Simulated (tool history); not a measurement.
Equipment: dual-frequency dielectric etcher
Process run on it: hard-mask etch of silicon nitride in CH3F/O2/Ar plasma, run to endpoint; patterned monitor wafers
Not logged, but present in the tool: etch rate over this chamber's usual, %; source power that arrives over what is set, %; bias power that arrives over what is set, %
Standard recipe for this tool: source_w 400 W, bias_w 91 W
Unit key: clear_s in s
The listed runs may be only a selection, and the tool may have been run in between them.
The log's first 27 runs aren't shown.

run    hour  source_w  bias_w  wafers since the last listed run  hours since the last wet clean  hours since the last source power generator calibration  hours since the last bias power generator calibration  hours since the last upper electrode change  incoming incoming film thickness, nm  clear_s
     1374.9  -- wet clean of the chamber
 28  1375.4       400      91                               325                             0.5                                                   1227.2                                                  548.4                                       1164.0                                 35.34     48.7
 29  1422.3       430     103                               289                            47.4                                                   1274.1                                                  595.3                                       1210.9                                 35.01     44.0
 30  1468.8       330      73                               286                            93.9                                                   1320.6                                                  641.8                                       1257.4                                 35.40     59.2
 31  1509.8       460      91                               252                           134.9                                                   1361.6                                                  682.8                                       1298.4                                 35.42     44.4
 32  1603.6       370      91                               578                           228.7                                                   1455.4                                                  776.6                                       1392.2                                 35.88     51.3
 33  1628.0       400     103                               150                           253.1                                                   1479.8                                                  801.0                                       1416.6                                 35.53     45.9
 34  1675.2       400      91                               291                           300.3                                                   1527.0                                                  848.2                                       1463.8                                 35.14     47.5
 35  1705.7       480      91                               188                           330.8                                                   1557.5                                                  878.7                                       1494.3                                 35.63     43.0
 36  1732.9       400      91                               167                           358.0                                                   1584.7                                                  905.9                                       1521.5                                 35.36     47.6

Each row is a separate what-if for the run after 36, all from the same tool condition, not one after another. Results?
  A  1733.3       450      91                                 2                           358.4                                                   1585.1                                                  906.3                                       1521.9                                 35.21        ?
  B  1733.3       470      99                                 2                           358.4                                                   1585.1                                                  906.3                                       1521.9                                 35.21        ?
  C  1733.3       460      70                                 2                           358.4                                                   1585.1                                                  906.3                                       1521.9                                 35.21        ?

run  clear_s
  A     44.1
  B     41.8
  C     47.4
Stripped of hidden state, with their random variation kept, the same runs would have yielded:
run  clear_s
  A     44.8
  B     42.5
  C     48.2
